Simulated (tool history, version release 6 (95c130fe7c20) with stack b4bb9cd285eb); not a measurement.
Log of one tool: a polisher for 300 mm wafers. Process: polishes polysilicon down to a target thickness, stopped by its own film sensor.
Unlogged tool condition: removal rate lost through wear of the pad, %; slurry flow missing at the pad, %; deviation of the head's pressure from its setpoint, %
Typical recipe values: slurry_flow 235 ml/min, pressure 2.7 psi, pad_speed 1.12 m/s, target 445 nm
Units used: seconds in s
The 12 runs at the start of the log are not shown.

run,hour,slurry_flow,pressure,pad_speed,target,wafers since the last listed run,wafers polished on this pad,hours since the slurry nozzle was cleaned,hours since the head pressure was calibrated,"incoming thickness of the incoming film, nm",seconds
# hour 145.9: slurry nozzle cleaned
13,152.9,235,2.7,1.12,445,83,349,7.0,297.0,1168.2,74.9
14,164.2,235,2.7,1.12,445,64,413,18.3,308.3,1127.9,70.0
15,173.7,235,2.7,1.12,445,53,467,27.8,317.8,1147.6,71.6
16,180.3,295,2.3,1.12,445,37,505,34.4,324.4,1139.3,71.6
17,193.9,275,1.9,0.82,356,77,582,48.0,338.0,1150.8,105.6
# hour 219.2: head pressure recalibrated
18,231.1,235,2.7,1.12,445,199,782,85.2,11.9,1141.8,72.6
19,247.0,205,2.7,1.12,445,90,872,101.1,27.8,1159.6,74.3
20,259.1,200,2.7,0.78,445,68,941,113.2,39.9,1156.8,91.2
21,265.6,235,2.4,1.38,445,36,978,119.7,46.4,1142.9,67.4
# hour 272.4: worn pad replaced by a new one
22,280.0,235,3.2,0.86,445,59,43,134.1,60.8,1136.6,79.2
23,294.2,235,2.7,1.12,445,80,123,148.3,75.0,1131.0,70.6
24,310.5,165,2.1,1.12,363,92,216,164.6,91.3,1150.0,94.5
25,323.0,290,3.0,1.12,284,70,287,177.1,103.8,1159.0,84.6
26,333.6,305,3.5,0.92,512,60,347,187.7,114.4,1148.3,64.3
27,345.8,175,1.8,1.12,445,69,416,199.9,126.6,1129.3,84.5
28,363.7,270,3.0,0.84,330,101,518,217.8,144.5,1131.8,92.6
29,373.8,275,1.8,1.12,662,57,575,227.9,154.6,1150.0,56.7
30,391.7,235,2.7,1.12,445,101,677,245.8,172.5,1151.6,72.6
31,405.3,235,2.2,1.32,508,77,754,259.4,186.1,1146.7,60.7
32,417.7,235,2.7,1.12,445,70,824,271.8,198.5,1150.5,69.3
# hour 419.2: slurry nozzle cleaned
33,426.7,235,2.7,1.38,611,45,870,7.5,207.5,1147.8,48.9
34,437.6,235,2.7,1.12,445,61,932,18.4,218.4,1148.8,70.4
35,446.6,235,2.7,1.12,445,51,983,27.4,227.4,1162.6,73.6
# hour 454.5: worn pad replaced by a new one
36,455.4,235,2.7,0.90,445,27,5,36.2,236.2,1142.3,76.4
37,464.2,235,2.7,1.40,445,49,54,45.0,245.0,1166.4,63.2

Forecast each of these 4 alternatives for the next run:
A,464.7,235,2.7,0.98,445,2,57,45.5,245.5,1153.7,?
B,464.7,265,3.1,1.40,445,2,57,45.5,245.5,1153.7,?
C,464.7,200,1.9,1.12,550,2,57,45.5,245.5,1153.7,?
D,464.7,235,2.7,1.12,548,2,57,45.5,245.5,1153.7,?

run,seconds
A,77.7
B,60.0
C,70.3
D,62.0
Take away the tool's hidden state, keep each run's random variation, and the runs would have read:
run,seconds
A,81.0
B,62.6
C,73.4
D,64.6
